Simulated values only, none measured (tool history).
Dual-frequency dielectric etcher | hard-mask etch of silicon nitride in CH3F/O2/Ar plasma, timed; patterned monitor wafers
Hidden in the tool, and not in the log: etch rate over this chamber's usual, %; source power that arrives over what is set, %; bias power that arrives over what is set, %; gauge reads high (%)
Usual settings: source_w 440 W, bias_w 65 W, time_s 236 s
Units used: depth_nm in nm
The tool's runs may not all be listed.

run    hour  source_w  bias_w  time_s  wafers since the last listed run  hours since the last wet clean  hours since the last source power generator calibration  hours since the last bias power generator calibration  hours since the last upper electrode change  hours since the gauge calibration  read-back reference wafer on the same gauge, depth_nm  depth_nm
  1       0       440      65     236                                 0                           143.3                                                   1214.2                                                 1149.9                                       4633.7                             4732.1                                                  147.8     163.4
  2     102       440      65     236                               576                           245.3                                                   1316.2                                                 1251.9                                       4735.7                             4834.1                                                    148     166.1
  3   180.5       440      65     236                               443                           323.8                                                   1394.7                                                 1330.4                                       4814.2                             4912.6                                                    148     166.2
  4   236.1       440      65     236                               313                           379.4                                                   1450.3                                                   1386                                       4869.8                             4968.2                                                  147.9     165.5
      265.3  -- gauge calibrated
  5   339.2       440      65     236                               582                           482.5                                                   1553.4                                                 1489.1                                       4972.9                               73.9                                                  147.9     167.5
  6   658.2       500      65     236                              1801                           801.5                                                   1872.4                                                 1808.1                                       5291.9                              392.9                                                    148     182.5
  7   720.8       440      65     236                               353                           864.1                                                     1935                                                 1870.7                                       5354.5                              455.5                                                    148     170.6
  8   824.7       440      59     167                               586                             968                                                   2038.9                                                 1974.6                                       5458.4                              559.4                                                  147.7     116.4
      860.3  -- wet clean of the chamber
  9   930.2       440      65     236                               460                            69.9                                                   2144.4                                                 2080.1                                       5563.9                              664.9                                                  147.7     163.4
 10  1036.6       550      65   292.5                               600                           176.3                                                   2250.8                                                 2186.5                                       5670.3                              771.3                                                  148.4     232.1
 11  1134.7       440      65     236                               553                           274.4                                                   2348.9                                                 2284.6                                       5768.4                              869.4                                                    148     164.5
     1291.9  -- source power generator calibrated
 12  1398.2       440      81     236                              1465                           537.9                                                    106.3                                                 2548.1                                       6031.9                             1132.9                                                  148.1     180.8
     1448.9  -- upper electrode replaced, of another model than before
 13  1452.1       470      70   280.5                               168                           591.8                                                    160.2                                                   2602                                          3.2                             1186.8                                                  148.1     216.5
 14  1556.2       520      53   256.5                               587                           695.9                                                    264.3                                                 2706.1                                        107.3                             1290.9                                                  147.9     202.8
 15  1594.1       360      58     190                               214                           733.8                                                    302.2                                                   2744                                        145.2                             1328.8                                                  147.9     100.9
     1701.6  -- wet clean of the chamber
 16  1702.1       440      65     236                               474                             0.5                                                    410.2                                                   2852                                        253.2                             1436.8                                                  147.8     163.6
 17    1785       380      65     236                               468                            83.4                                                    493.1                                                 2934.9                                        336.1                             1519.7                                                  147.8     137.4
     1817.9  -- bias power generator calibrated
 18  1863.1       510      58   173.5                               418                           161.5                                                    571.2                                                   45.2                                        414.2                             1597.8                                                  148.2     135.1
 19  1932.5       500      65     236                               391                           230.9                                                    640.6                                                  114.6                                        483.6                             1667.2                                                  147.8     187.8
 20  1975.4       440      80   284.5                               242                           273.8                                                    683.5                                                  157.5                                        526.5                             1710.1                                                  148.2     212.2
 21  2071.7       440      65     236                               543                           370.1                                                    779.8                                                  253.8                                        622.8                             1806.4                                                  148.2       166
 22  2372.4       470      65     236                              1698                           670.8                                                   1080.5                                                  554.5                                        923.5                             2107.1                                                  147.9     179.1
 23  2416.6       540      80   210.5                               249                             715                                                   1124.7                                                  598.7                                        967.7                             2151.3                                                  148.3     192.6
     2506.1  -- wet clean of the chamber
 24  2506.6       360      60   197.5                               372                             0.5                                                   1214.7                                                  688.7                                       1057.7                             2241.3                                                  148.1       102
 25  2578.2       480      65     256                               404                            72.1                                                   1286.3                                                  760.3                                       1129.3                             2312.9                                                    148     192.8
 26  2618.9       440      65     236                               229                           112.8                                                     1327                                                    801                                         1170                             2353.6                                                  148.1     163.3
 27  2706.4       440      65     236                               494                           200.3                                                   1414.5                                                  888.5                                       1257.5                             2441.1                                                  148.1     164.4
 28  2811.5       440      56     236                               593                           305.4                                                   1519.6                                                  993.6                                       1362.6                             2546.2                                                  147.8       158
 29  2863.6       520      72   288.5                               294                           357.5                                                   1571.7                                                 1045.7                                       1414.7                             2598.3                                                  147.9     242.5
 30  2931.1       520      80     173                               381                             425                                                   1639.2                                                 1113.2                                       1482.2                             2665.8                                                  148.1     150.4

Run-by-run hidden state of the tool:
source power that arrives over what is set, %: 0, the same for each run
bias power that arrives over what is set, %: 0, the same for each run
gauge reads high (%): 0, the same for each run
H1: etch rate over this chamber's usual, %
run      H1
  1    1.02
  2     1.5
  3    1.87
  4    2.14
  5    2.63
  6    4.14
  7    4.43
  8    4.93
  9  0.0606
 10   0.565
 11    1.03
 12    2.28
 13    2.53
 14    3.03
 15    3.21
 16   0.244
 17   0.637
 18    1.01
 19    1.34
 20    1.54
 21       2
 22    3.42
 23    3.63
 24  -0.328
 25  0.0107
 26   0.204
 27   0.618
 28    1.12
 29    1.36
 30    1.68
